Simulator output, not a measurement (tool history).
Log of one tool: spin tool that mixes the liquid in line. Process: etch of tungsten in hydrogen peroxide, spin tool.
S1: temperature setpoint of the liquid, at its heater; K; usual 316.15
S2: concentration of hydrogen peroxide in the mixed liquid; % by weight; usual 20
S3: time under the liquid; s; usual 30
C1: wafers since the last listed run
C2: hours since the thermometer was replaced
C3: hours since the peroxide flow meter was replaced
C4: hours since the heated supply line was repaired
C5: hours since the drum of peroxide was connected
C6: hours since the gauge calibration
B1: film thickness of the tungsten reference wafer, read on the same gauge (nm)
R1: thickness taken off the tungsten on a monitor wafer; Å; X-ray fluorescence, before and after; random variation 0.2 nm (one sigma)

run	day	S1	S2	S3	C1	C2	C3	C4	C5	C6	B1	R1
1	0	316.15	20	30	0	910.9	1657.1	1126.9	260.6	1960.5	50	238.7
2	1.488	316.15	20	20	642	946.6	1692.8	1162.6	296.3	1996.2	49.98	159.5
3	3.312	316.15	20	20	788	990.4	1736.6	1206.4	340.1	2040	49.98	158.6
# day 4.95: gauge calibrated
4	6.062	316.15	20	30	1187	1056.4	1802.6	1272.4	406.1	26.7	50.02	238.9
5	7.983	316.15	23.5	30	829	1102.5	1848.7	1318.5	452.2	72.8	49.98	258.6
# day 8.867: peroxide flow meter replaced
# day 8.892: heated supply line repaired
6	9.612	316.15	22.5	30	673	1141.6	17.9	17.3	491.3	111.9	49.99	278
7	12.271	323.65	16.5	40	1147	1205.4	81.7	81.1	555.1	175.7	50.04	502.7
8	14.233	320.65	20	30	847	1252.5	128.8	128.2	602.2	222.8	50.03	346.2
9	16.942	316.15	20	30	1169	1317.5	193.8	193.2	667.2	287.8	50.01	264.1
10	19.008	316.15	20	35	892	1367.1	243.4	242.8	716.8	337.4	50.01	305.2
# day 20.721: thermometer replaced
11	21.004	320.65	18	20	843	6.8	291.3	290.7	764.7	385.3	50.01	217.1
12	23.029	316.15	24.5	20	874	55.4	339.9	339.3	813.3	433.9	50.01	190.7
13	24.35	316.15	20	30	570	87.1	371.6	371	845	465.6	49.99	256.2
14	26.45	310.65	20	45	906	137.5	422	421.4	895.4	516	49.99	269.1
15	28.925	322.15	24.5	35	1068	196.9	481.4	480.8	954.8	575.4	50.03	486.1
16	31.479	316.15	20	25	1102	258.2	542.7	542.1	1016.1	636.7	50	213.6
17	32.875	313.15	25	30	602	291.7	576.2	575.6	1049.6	670.2	50	236.6
# day 34.458: new drum of peroxide connected
18	35.25	306.65	14	40	1007	348.7	633.2	632.6	19	727.2	50.01	149.6
19	37.871	316.15	15	30	1131	411.6	696.1	695.5	81.9	790.1	49.99	219.3
20	39.917	316.15	16.5	20	883	460.7	745.2	744.6	131	839.2	50.01	151.2
21	42.912	307.65	16	15	1293	532.6	817.1	816.5	202.9	911.1	49.96	63.9
22	45.596	316.15	20	30	1158	597	881.5	880.9	267.3	975.5	50	249
23	46.892	316.15	22	20	559	628.1	912.6	912	298.4	1006.6	49.99	172.7
24	49.629	320.15	20	30	1182	693.8	978.3	977.7	364.1	1072.3	50	321.6
25	51.738	320.65	20	30	910	744.4	1028.9	1028.3	414.7	1122.9	49.99	322.7
26	53.417	316.15	20	30	725	784.7	1069.2	1068.6	455	1163.2	49.98	245

Hidden state at the last listed run before each entry between runs and at the first one after, where it differs:
Between runs 3 and 4: gauge calibrated (day 4.95)
  peroxide flow below the setpoint (%): 9.59 -> 9.92; temperature lost on the way to the wafer (K): 0.877 -> 0.917
  measured less the result without the state, R1: -17.9 -> -28.1 Å
Between runs 5 and 6: peroxide flow meter replaced (day 8.867); heated supply line repaired (day 8.892)
  peroxide flow below the setpoint (%): 10.1 -> 0.0979; temperature lost on the way to the wafer (K): 0.945 -> 0.131
  measured less the result without the state, R1: -31.4 -> -2.4 Å
Between runs 10 and 11: thermometer replaced (day 20.721)
  peroxide flow below the setpoint (%): 1.21 -> 1.45; temperature lost on the way to the wafer (K): 0.269 -> 0.298
  measured less the result without the state, R1: -7.2 -> -5.8 Å
Between runs 17 and 18: new drum of peroxide connected (day 34.458)
  peroxide flow below the setpoint (%): 2.86 -> 3.14; temperature lost on the way to the wafer (K): 0.472 -> 0.507
  measured less the result without the state, R1: -11 -> -7.8 Å
